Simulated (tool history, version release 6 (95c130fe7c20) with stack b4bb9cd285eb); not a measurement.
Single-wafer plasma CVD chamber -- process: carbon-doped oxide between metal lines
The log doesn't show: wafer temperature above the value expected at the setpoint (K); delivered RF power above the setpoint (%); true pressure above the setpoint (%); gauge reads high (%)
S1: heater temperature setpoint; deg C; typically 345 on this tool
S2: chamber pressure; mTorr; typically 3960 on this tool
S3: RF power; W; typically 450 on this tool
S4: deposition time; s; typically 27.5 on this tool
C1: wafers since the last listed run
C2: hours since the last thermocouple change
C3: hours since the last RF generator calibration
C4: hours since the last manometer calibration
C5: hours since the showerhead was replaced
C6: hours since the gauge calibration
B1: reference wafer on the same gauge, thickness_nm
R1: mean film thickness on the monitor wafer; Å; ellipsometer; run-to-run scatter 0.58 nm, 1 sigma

| run | day | S1 | S2 | S3 | S4 | C1 | C2 | C3 | C4 | C5 | C6 | B1 | R1 |
|---|---|---|---|---|---|---|---|---|---|---|---|---|---|
| 1 | 0.000 | 345 | 3240 | 400 | 27.5 | 0 | 2536.1 | 2066.1 | 1649.2 | 2440.4 | 264.6 | 163.033 | 1243.36 |
|  | 1.062 | thermocouple changed; heater temperature recalibrated |
| 2 | 1.179 | 345 | 3240 | 400 | 27.5 | 601 | 2.8 | 2094.4 | 1677.5 | 2468.7 | 292.9 | 163.045 | 1244.83 |
| 3 | 2.396 | 345 | 3240 | 400 | 27.5 | 864 | 32.0 | 2123.6 | 1706.7 | 2497.9 | 322.1 | 162.955 | 1244.63 |
| 4 | 3.171 | 345 | 3760 | 450 | 27.5 | 550 | 50.6 | 2142.2 | 1725.3 | 2516.5 | 340.7 | 163.175 | 1368.79 |
| 5 | 3.996 | 345 | 3760 | 450 | 27.5 | 586 | 70.4 | 2162.0 | 1745.1 | 2536.3 | 360.5 | 163.005 | 1373.45 |
| 6 | 5.383 | 345 | 3960 | 490 | 27.5 | 986 | 103.7 | 2195.3 | 1778.4 | 2569.6 | 393.8 | 163.099 | 1450.27 |
| 7 | 6.738 | 345 | 3960 | 490 | 27.5 | 962 | 136.2 | 2227.8 | 1810.9 | 2602.1 | 426.3 | 162.937 | 1446.39 |
|  | 7.688 | gauge calibrated |
| 8 | 7.796 | 345 | 3440 | 505 | 27.5 | 752 | 161.6 | 2253.2 | 1836.3 | 2627.5 | 2.6 | 163.001 | 1453.51 |
| 9 | 8.588 | 349 | 3540 | 535 | 30.2 | 562 | 180.6 | 2272.2 | 1855.3 | 2646.5 | 21.6 | 163.037 | 1619.01 |
| 10 | 9.275 | 345 | 3960 | 370 | 24.0 | 488 | 197.1 | 2288.7 | 1871.8 | 2663.0 | 38.1 | 163.030 | 1051.87 |
| 11 | 9.833 | 349 | 3380 | 495 | 31.8 | 396 | 210.5 | 2302.1 | 1885.2 | 2676.4 | 51.5 | 163.063 | 1623.86 |
| 12 | 11.179 | 345 | 3380 | 495 | 24.7 | 956 | 242.8 | 2334.4 | 1917.5 | 2708.7 | 83.8 | 163.011 | 1283.53 |
|  | 12.029 | showerhead replaced |
| 13 | 12.050 | 345 | 3960 | 450 | 27.5 | 382 | 263.7 | 2355.3 | 1938.4 | 0.5 | 104.7 | 163.082 | 1369.03 |
| 14 | 12.750 | 345 | 3240 | 400 | 27.5 | 497 | 280.5 | 2372.1 | 1955.2 | 17.3 | 121.5 | 163.103 | 1246.29 |
| 15 | 13.750 | 345 | 3240 | 400 | 27.5 | 710 | 304.5 | 2396.1 | 1979.2 | 41.3 | 145.5 | 163.103 | 1237.28 |
| 16 | 14.633 | 345 | 4470 | 410 | 32.8 | 627 | 325.7 | 2417.3 | 2000.4 | 62.5 | 166.7 | 162.989 | 1565.56 |
|  | 15.079 | capacitance manometer re-zeroed and calibrated |
| 17 | 15.921 | 356 | 3960 | 450 | 29.1 | 678 | 356.6 | 2448.2 | 20.2 | 93.4 | 197.6 | 163.012 | 1401.71 |
|  | 16.392 | RF generator calibrated |
| 18 | 16.812 | 339 | 4930 | 450 | 25.3 | 396 | 378.0 | 10.1 | 41.6 | 114.8 | 219.0 | 163.114 | 1408.04 |
| 19 | 17.833 | 345 | 4910 | 450 | 22.6 | 725 | 402.5 | 34.6 | 66.1 | 139.3 | 243.5 | 162.949 | 1229.57 |
| 20 | 19.208 | 345 | 3960 | 405 | 23.1 | 977 | 435.5 | 67.6 | 99.1 | 172.3 | 276.5 | 162.994 | 1145.60 |
| 21 | 20.304 | 345 | 3960 | 450 | 27.5 | 778 | 461.8 | 93.9 | 125.4 | 198.6 | 302.8 | 162.869 | 1441.22 |
| 22 | 21.538 | 345 | 3960 | 450 | 24.2 | 876 | 491.4 | 123.5 | 155.0 | 228.2 | 332.4 | 163.078 | 1274.63 |
| 23 | 22.879 | 345 | 3960 | 450 | 27.5 | 953 | 523.6 | 155.7 | 187.2 | 260.4 | 364.6 | 162.976 | 1457.66 |
| 24 | 24.175 | 345 | 3160 | 400 | 22.6 | 920 | 554.7 | 186.8 | 218.3 | 291.5 | 395.7 | 162.927 | 1080.33 |
| 25 | 25.438 | 352 | 4540 | 450 | 26.0 | 897 | 585.0 | 217.1 | 248.6 | 321.8 | 426.0 | 163.037 | 1371.90 |
| 26 | 26.100 | 345 | 3360 | 450 | 27.5 | 470 | 600.9 | 233.0 | 264.5 | 337.7 | 441.9 | 162.985 | 1418.38 |
| 27 | 26.725 | 345 | 3960 | 425 | 27.5 | 444 | 615.9 | 248.0 | 279.5 | 352.7 | 456.9 | 163.108 | 1399.56 |

Forecast each of these 5 alternatives for the next run:
| A | 26.742 | 335 | 3960 | 450 | 27.5 | 11 | 616.3 | 248.4 | 279.9 | 353.1 | 457.3 | ? | ? |
| B | 26.742 | 337 | 4440 | 380 | 27.5 | 11 | 616.3 | 248.4 | 279.9 | 353.1 | 457.3 | ? | ? |
| C | 26.742 | 336 | 3960 | 485 | 25.9 | 11 | 616.3 | 248.4 | 279.9 | 353.1 | 457.3 | ? | ? |
| D | 26.742 | 356 | 4380 | 450 | 27.5 | 11 | 616.3 | 248.4 | 279.9 | 353.1 | 457.3 | ? | ? |
| E | 26.742 | 331 | 4900 | 360 | 25.7 | 11 | 616.3 | 248.4 | 279.9 | 353.1 | 457.3 | ? | ? |

| run | B1 | R1 |
|---|---|---|
| A | 162.968 | 1513.68 |
| B | 162.968 | 1373.73 |
| C | 162.968 | 1484.00 |
| D | 162.968 | 1431.61 |
| E | 162.968 | 1290.63 |
With the hidden condition removed and each run's random variation left untouched, the same runs would have given:
| run | R1 |
|---|---|
| A | 1516.60 |
| B | 1376.38 |
| C | 1486.48 |
| D | 1434.37 |
| E | 1293.22 |
